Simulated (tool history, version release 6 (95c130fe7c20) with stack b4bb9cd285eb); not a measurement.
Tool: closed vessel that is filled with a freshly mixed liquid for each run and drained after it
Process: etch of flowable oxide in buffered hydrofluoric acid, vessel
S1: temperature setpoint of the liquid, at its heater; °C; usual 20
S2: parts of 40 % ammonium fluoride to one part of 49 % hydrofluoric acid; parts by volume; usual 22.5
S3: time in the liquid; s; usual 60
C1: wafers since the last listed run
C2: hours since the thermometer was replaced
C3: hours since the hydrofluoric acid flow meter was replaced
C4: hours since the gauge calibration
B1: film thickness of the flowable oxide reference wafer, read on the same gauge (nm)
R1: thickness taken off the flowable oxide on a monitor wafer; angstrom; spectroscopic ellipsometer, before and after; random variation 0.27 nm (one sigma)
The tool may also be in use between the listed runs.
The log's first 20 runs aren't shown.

run 21 hour=262.7 | S1=23.5 S2=30 S3=60 | C1=1213 C2=121.6 C3=42.3 C4=22.1 | B1=30.01 | R1=589.3
run 22 hour=276.8 | S1=18 S2=16.5 S3=90 | C1=1966 C2=135.7 C3=56.4 C4=36.2 | B1=30.01 | R1=1048.7
run 23 hour=282.9 | S1=20 S2=22.5 S3=60 | C1=850 C2=141.8 C3=62.5 C4=42.3 | B1=30 | R1=587.5
run 24 hour=290.4 | S1=20 S2=22.5 S3=60 | C1=1045 C2=149.3 C3=70 C4=49.8 | B1=30.01 | R1=591.4
run 25 hour=311.7 | S1=21.5 S2=22.5 S3=60 | C1=2970 C2=170.6 C3=91.3 C4=71.1 | B1=30.02 | R1=644.3
run 26 hour=329.5 | S1=18.5 S2=18 S3=35 | C1=2482 C2=188.4 C3=109.1 C4=88.9 | B1=30 | R1=385.9
run 27 hour=345.7 | S1=20 S2=22.5 S3=90 | C1=2259 C2=204.6 C3=125.3 C4=105.1 | B1=29.99 | R1=892.3
run 28 hour=362.4 | S1=22 S2=19.5 S3=45 | C1=2328 C2=221.3 C3=142 C4=121.8 | B1=29.98 | R1=563.5
run 29 hour=374.2 | S1=20 S2=22.5 S3=95 | C1=1645 C2=233.1 C3=153.8 C4=133.6 | B1=30 | R1=933.1
run 30 hour=386 | S1=17 S2=26 S3=70 | C1=1645 C2=244.9 C3=165.6 C4=145.4 | B1=30.04 | R1=529.7
run 31 hour=392.4 | S1=20 S2=22.5 S3=60 | C1=892 C2=251.3 C3=172 C4=151.8 | B1=29.99 | R1=594.7

Run 32 comes next. What will it give?
run 32 hour=399.9 | S1=20 S2=22.5 S3=45 | C1=1045 C2=258.8 C3=179.5 C4=159.3 | B1=? | R1=?

Run 32 gave B1 30, R1 448.7 angstrom.
Without the tool's hidden state the same run would have given R1 434.5 angstrom.
